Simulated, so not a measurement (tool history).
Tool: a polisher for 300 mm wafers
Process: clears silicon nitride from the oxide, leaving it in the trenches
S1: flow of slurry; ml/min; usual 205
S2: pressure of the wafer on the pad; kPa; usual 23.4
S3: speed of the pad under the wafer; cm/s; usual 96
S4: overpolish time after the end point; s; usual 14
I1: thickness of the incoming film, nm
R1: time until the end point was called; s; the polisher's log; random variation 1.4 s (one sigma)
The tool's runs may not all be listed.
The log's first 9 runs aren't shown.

run	day	S1	S2	S3	S4	I1	R1
10	15.500	205	23.4	96	14	125.4	136.0
11	17.262	205	23.4	96	14	126.8	135.9
12	18.696	205	23.4	96	14	126.5	139.3
# day 19.550: worn pad replaced by a new one
13	21.083	205	23.4	96	14	124.1	136.8
14	23.650	205	23.4	96	14	123.6	133.6
15	25.058	205	23.4	96	14	122.7	133.0
16	26.996	205	23.4	96	14	126.1	140.3
17	28.525	205	23.4	96	14	127.8	140.6
# day 29.838: slurry nozzle cleaned
18	30.396	150	31.0	64	14	124.6	164.7
# day 31.729: worn pad replaced by a new one
19	32.450	205	23.4	96	14	125.0	137.2
20	33.750	170	23.4	96	19	124.6	141.4
21	36.592	205	20.0	74	14	124.5	204.2
# day 37.567: head pressure recalibrated
22	37.821	270	23.4	96	18	126.6	120.6
23	43.479	185	17.2	112	19	125.3	145.8
# day 45.112: worn pad replaced by a new one
24	51.362	205	30.3	96	14	127.0	106.2
25	52.600	230	17.9	110	10	125.7	141.2
26	55.229	205	23.4	96	14	124.5	129.7
# day 57.004: slurry nozzle cleaned
27	57.500	175	26.9	74	14	124.9	155.6
# day 58.167: worn pad replaced by a new one
28	59.238	205	23.4	96	14	123.8	131.2
29	60.425	205	23.4	96	14	124.2	129.4
30	63.025	205	29.6	70	22	123.8	145.6
31	65.958	205	23.4	126	8	122.7	99.2
32	67.300	205	23.4	96	14	125.4	134.2
33	68.596	205	23.4	72	21	126.2	180.1
34	69.658	205	23.4	96	14	126.7	134.4

3 ways to go on from here, each from the tool as it stands after run 34. What would each give?
A	69.679	205	23.4	96	14	126.2	?
B	69.679	205	20.0	96	21	126.2	?
C	69.679	205	20.0	96	14	126.2	?

run	R1
A	134.9
B	155.3
C	155.3
Without the tool's hidden state the same runs would have given:
run	R1
A	126.5
B	145.6
C	145.6

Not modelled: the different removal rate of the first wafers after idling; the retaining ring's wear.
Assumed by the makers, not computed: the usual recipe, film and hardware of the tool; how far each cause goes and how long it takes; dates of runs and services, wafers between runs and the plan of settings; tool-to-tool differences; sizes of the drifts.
